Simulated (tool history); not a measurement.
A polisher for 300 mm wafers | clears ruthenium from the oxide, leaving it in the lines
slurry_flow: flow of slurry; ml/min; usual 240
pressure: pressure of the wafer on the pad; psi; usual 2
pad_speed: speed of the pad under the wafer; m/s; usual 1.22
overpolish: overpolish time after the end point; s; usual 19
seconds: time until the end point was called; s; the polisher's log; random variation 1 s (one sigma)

run,hour,slurry_flow,pressure,pad_speed,overpolish,wafers since the last listed run,wafers polished on this pad,hours since the slurry nozzle was cleaned,hours since the head pressure was calibrated,"incoming thickness of the incoming film, nm",seconds
1,0,240,2.3,1.22,19,0,580,488.5,407.2,100.1,74.8
2,15.4,240,2.3,1.22,19,84,665,503.9,422.6,99.5,74.5
3,45.9,240,2,1.22,19,167,833,534.4,453.1,99.7,83.5
# hour 70.8: worn pad replaced by a new one
4,81.5,240,2,1.22,19,173,58,570,488.7,97.9,79.6
5,107.2,240,2,1.22,19,141,200,595.7,514.4,101.2,82.5
6,129.8,240,1.5,1.22,26,124,324,618.3,537,100.9,100.6
7,158.4,240,1.6,1.12,19,157,482,646.9,565.6,100.7,103.6
8,194.3,210,2,1.22,19,197,679,682.8,601.5,100.6,83.7
9,216.1,240,2,1.22,21,120,800,704.6,623.3,100.9,82.5
10,232,240,2,1.22,21,87,887,720.5,639.2,101.7,84.8
# hour 239.6: worn pad replaced by a new one
11,251.8,240,2,1.22,19,86,67,740.3,659,101.6,83.5
# hour 262.4: head pressure recalibrated
12,280.6,210,2.2,1.22,19,147,214,769.1,18.2,99.9,76.2
13,311.7,210,2.2,1.22,19,171,385,800.2,49.3,101.4,78.5
14,324,210,2.2,1.22,19,67,453,812.5,61.6,100.2,79.2
15,339.5,320,1.4,1.22,19,85,538,828,77.1,98.9,102.1
16,365.5,240,2,1.22,19,143,682,854,103.1,102,83.4
17,393.9,240,2.6,1.22,19,156,838,882.4,131.5,98.7,67.7
# hour 402.7: slurry nozzle cleaned
18,418.5,320,2.6,0.94,9,129,968,15.8,156.1,101.1,82.8
19,442.9,240,2,1.52,19,134,1102,40.2,180.5,99.2,67
# hour 448.5: worn pad replaced by a new one
20,477.4,240,1.6,1.12,19,167,159,74.7,215,99.9,102.9
21,491.8,240,1.8,1.56,28,79,238,89.1,229.4,101.2,72.5
22,517.7,240,1.4,1.22,19,142,381,115,255.3,99.9,106.1
23,553.6,240,2,1.62,25,197,578,150.9,291.2,100,63.9
24,576.6,220,2.6,1.38,22,126,705,173.9,314.2,98.2,60.7
25,597.1,240,2,1.52,19,112,818,194.4,334.7,100.7,67.2
# hour 635: worn pad replaced by a new one
26,666.5,240,2,1.22,19,360,173,263.8,404.1,99.9,82.8
27,681.9,270,2.2,1.22,19,84,258,279.2,419.5,99.1,72.9
28,709.1,240,2,1.02,19,149,407,306.4,446.7,101.1,96.4

Hidden state at the last listed run before each entry between runs and at the first one after, where it differs:
Between runs 3 and 4: worn pad replaced by a new one (hour 70.8)
  no hidden state differs between the two runs
Between runs 10 and 11: worn pad replaced by a new one (hour 239.6)
  no hidden state differs between the two runs
Between runs 11 and 12: head pressure recalibrated (hour 262.4)
  no hidden state differs between the two runs
Between runs 17 and 18: slurry nozzle cleaned (hour 402.7)
  no hidden state differs between the two runs
Between runs 19 and 20: worn pad replaced by a new one (hour 448.5)
  no hidden state differs between the two runs
Between runs 25 and 26: worn pad replaced by a new one (hour 635)
  no hidden state differs between the two runs

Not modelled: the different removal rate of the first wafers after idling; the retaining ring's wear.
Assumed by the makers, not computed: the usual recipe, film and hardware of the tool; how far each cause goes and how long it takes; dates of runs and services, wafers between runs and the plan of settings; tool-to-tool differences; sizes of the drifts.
